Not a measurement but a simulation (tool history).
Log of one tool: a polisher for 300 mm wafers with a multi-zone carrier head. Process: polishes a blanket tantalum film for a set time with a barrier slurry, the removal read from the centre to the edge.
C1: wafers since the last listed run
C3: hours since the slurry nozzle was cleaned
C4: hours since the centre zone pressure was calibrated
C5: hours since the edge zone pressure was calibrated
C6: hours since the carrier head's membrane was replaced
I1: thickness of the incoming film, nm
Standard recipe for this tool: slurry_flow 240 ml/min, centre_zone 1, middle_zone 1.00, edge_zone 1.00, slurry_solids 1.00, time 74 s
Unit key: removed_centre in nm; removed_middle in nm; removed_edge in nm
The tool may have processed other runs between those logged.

run 1 hour=0.0 | slurry_flow=240 centre_zone=1 middle_zone=1.00 edge_zone=1.00 slurry_solids=1.00 time=81 | C1=0 wafers_polished_on_this_pad=354 C3=522.4 C4=803.4 C5=392.9 C6=1468.8 | I1=292.7 | removed_centre=85.2 removed_middle=86.7 removed_edge=84.7
run 2 hour=10.9 | slurry_flow=240 centre_zone=1 middle_zone=1.00 edge_zone=1.00 slurry_solids=1.00 time=74 | C1=77 wafers_polished_on_this_pad=431 C3=533.3 C4=814.3 C5=403.8 C6=1479.7 | I1=287.0 | removed_centre=78.3 removed_middle=78.6 removed_edge=76.4
run 3 hour=22.4 | slurry_flow=240 centre_zone=1 middle_zone=1.00 edge_zone=1.00 slurry_solids=1.00 time=74 | C1=81 wafers_polished_on_this_pad=513 C3=544.8 C4=825.8 C5=415.3 C6=1491.2 | I1=293.7 | removed_centre=76.8 removed_middle=79.1 removed_edge=78.3
run 4 hour=35.1 | slurry_flow=240 centre_zone=1 middle_zone=1.00 edge_zone=1.00 slurry_solids=1.00 time=74 | C1=90 wafers_polished_on_this_pad=603 C3=557.5 C4=838.5 C5=428.0 C6=1503.9 | I1=294.0 | removed_centre=78.1 removed_middle=78.6 removed_edge=76.5
run 5 hour=46.9 | slurry_flow=240 centre_zone=1 middle_zone=1.00 edge_zone=1.00 slurry_solids=1.00 time=74 | C1=83 wafers_polished_on_this_pad=687 C3=569.3 C4=850.3 C5=439.8 C6=1515.7 | I1=289.9 | removed_centre=78.2 removed_middle=78.5 removed_edge=75.0
run 6 hour=59.6 | slurry_flow=240 centre_zone=1 middle_zone=1.00 edge_zone=1.00 slurry_solids=1.00 time=74 | C1=90 wafers_polished_on_this_pad=777 C3=582.0 C4=863.0 C5=452.5 C6=1528.4 | I1=288.9 | removed_centre=80.2 removed_middle=77.5 removed_edge=78.3
-- hour=64.6 slurry nozzle cleaned
run 7 hour=74.2 | slurry_flow=240 centre_zone=1 middle_zone=1.00 edge_zone=1.00 slurry_solids=1.00 time=74 | C1=96 wafers_polished_on_this_pad=873 C3=9.6 C4=877.6 C5=467.1 C6=1543.0 | I1=285.6 | removed_centre=79.6 removed_middle=79.7 removed_edge=78.3
-- hour=81.1 carrier head's membrane replaced by a new one
-- hour=81.2 worn pad replaced by a new one
run 8 hour=90.7 | slurry_flow=240 centre_zone=1 middle_zone=1.00 edge_zone=1.00 slurry_solids=1.00 time=74 | C1=81 wafers_polished_on_this_pad=67 C3=26.1 C4=894.1 C5=483.6 C6=9.6 | I1=283.5 | removed_centre=79.5 removed_middle=79.3 removed_edge=77.1
run 9 hour=102.4 | slurry_flow=240 centre_zone=1 middle_zone=1.00 edge_zone=1.00 slurry_solids=1.00 time=74 | C1=83 wafers_polished_on_this_pad=150 C3=37.8 C4=905.8 C5=495.3 C6=21.3 | I1=287.5 | removed_centre=78.7 removed_middle=79.7 removed_edge=76.3
run 10 hour=112.5 | slurry_flow=240 centre_zone=1 middle_zone=1.08 edge_zone=1.00 slurry_solids=0.80 time=74 | C1=71 wafers_polished_on_this_pad=222 C3=47.9 C4=915.9 C5=505.4 C6=31.4 | I1=289.0 | removed_centre=70.8 removed_middle=79.0 removed_edge=72.1
-- hour=126.9 centre zone pressure recalibrated
run 11 hour=127.4 | slurry_flow=195 centre_zone=1 middle_zone=1.00 edge_zone=1.08 slurry_solids=0.85 time=74 | C1=91 wafers_polished_on_this_pad=314 C3=62.8 C4=0.5 C5=520.3 C6=46.3 | I1=291.2 | removed_centre=73.4 removed_middle=72.9 removed_edge=72.6
-- hour=130.7 edge zone pressure recalibrated
run 12 hour=140.9 | slurry_flow=240 centre_zone=1 middle_zone=1.06 edge_zone=1.00 slurry_solids=1.00 time=54 | C1=81 wafers_polished_on_this_pad=395 C3=76.3 C4=14.0 C5=10.2 C6=59.8 | I1=291.2 | removed_centre=56.2 removed_middle=61.5 removed_edge=54.9
run 13 hour=149.6 | slurry_flow=240 centre_zone=1 middle_zone=1.00 edge_zone=1.00 slurry_solids=1.00 time=74 | C1=61 wafers_polished_on_this_pad=457 C3=85.0 C4=22.7 C5=18.9 C6=68.5 | I1=295.0 | removed_centre=79.5 removed_middle=79.0 removed_edge=76.8
run 14 hour=163.0 | slurry_flow=240 centre_zone=1 middle_zone=1.00 edge_zone=1.00 slurry_solids=1.00 time=88 | C1=95 wafers_polished_on_this_pad=552 C3=98.4 C4=36.1 C5=32.3 C6=81.9 | I1=293.7 | removed_centre=94.1 removed_middle=94.8 removed_edge=92.9
run 15 hour=178.7 | slurry_flow=265 centre_zone=1 middle_zone=1.00 edge_zone=1.09 slurry_solids=1.00 time=74 | C1=111 wafers_polished_on_this_pad=663 C3=114.1 C4=51.8 C5=48.0 C6=97.6 | I1=285.7 | removed_centre=80.1 removed_middle=80.7 removed_edge=80.9
-- hour=186.1 worn pad replaced by a new one
run 16 hour=189.6 | slurry_flow=240 centre_zone=1 middle_zone=1.00 edge_zone=1.00 slurry_solids=1.00 time=74 | C1=48 wafers_polished_on_this_pad=25 C3=125.0 C4=62.7 C5=58.9 C6=108.5 | I1=286.8 | removed_centre=79.2 removed_middle=78.1 removed_edge=77.0
run 17 hour=198.9 | slurry_flow=285 centre_zone=1 middle_zone=1.00 edge_zone=1.00 slurry_solids=1.00 time=59 | C1=66 wafers_polished_on_this_pad=91 C3=134.3 C4=72.0 C5=68.2 C6=117.8 | I1=292.5 | removed_centre=64.0 removed_middle=64.1 removed_edge=63.6

5 ways to go on from here, each from the tool as it stands after run 17. What would each give?
run A hour=199.4 | slurry_flow=240 centre_zone=1 middle_zone=1.08 edge_zone=1.00 slurry_solids=1.00 time=74 | C1=3 wafers_polished_on_this_pad=94 C3=134.8 C4=72.5 C5=68.7 C6=118.3 | I1=296.2 | removed_centre=? removed_middle=? removed_edge=?
run B hour=199.4 | slurry_flow=315 centre_zone=1 middle_zone=0.89 edge_zone=1.00 slurry_solids=1.00 time=53 | C1=3 wafers_polished_on_this_pad=94 C3=134.8 C4=72.5 C5=68.7 C6=118.3 | I1=296.2 | removed_centre=? removed_middle=? removed_edge=?
run C hour=199.4 | slurry_flow=240 centre_zone=1 middle_zone=1.00 edge_zone=1.00 slurry_solids=1.20 time=74 | C1=3 wafers_polished_on_this_pad=94 C3=134.8 C4=72.5 C5=68.7 C6=118.3 | I1=296.2 | removed_centre=? removed_middle=? removed_edge=?
run D hour=199.4 | slurry_flow=240 centre_zone=1 middle_zone=1.00 edge_zone=1.11 slurry_solids=1.25 time=74 | C1=3 wafers_polished_on_this_pad=94 C3=134.8 C4=72.5 C5=68.7 C6=118.3 | I1=296.2 | removed_centre=? removed_middle=? removed_edge=?
run E hour=199.4 | slurry_flow=195 centre_zone=1 middle_zone=1.00 edge_zone=1.00 slurry_solids=0.75 time=67 | C1=3 wafers_polished_on_this_pad=94 C3=134.8 C4=72.5 C5=68.7 C6=118.3 | I1=296.2 | removed_centre=? removed_middle=? removed_edge=?

run=A removed_centre=80.0 removed_middle=85.1 removed_edge=76.0
run=B removed_centre=58.9 removed_middle=53.2 removed_edge=55.7
run=C removed_centre=84.7 removed_middle=84.5 removed_edge=80.6
run=D removed_centre=85.7 removed_middle=85.4 removed_edge=85.3
run=E removed_centre=62.6 removed_middle=62.6 removed_edge=60.1
Take away the tool's hidden state, keep each run's random variation, and the runs would have read:
run=A removed_centre=80.0 removed_middle=85.1 removed_edge=76.0
run=B removed_centre=58.9 removed_middle=53.2 removed_edge=55.7
run=C removed_centre=84.7 removed_middle=84.5 removed_edge=80.6
run=D removed_centre=85.7 removed_middle=85.4 removed_edge=85.3
run=E removed_centre=62.6 removed_middle=62.6 removed_edge=60.1
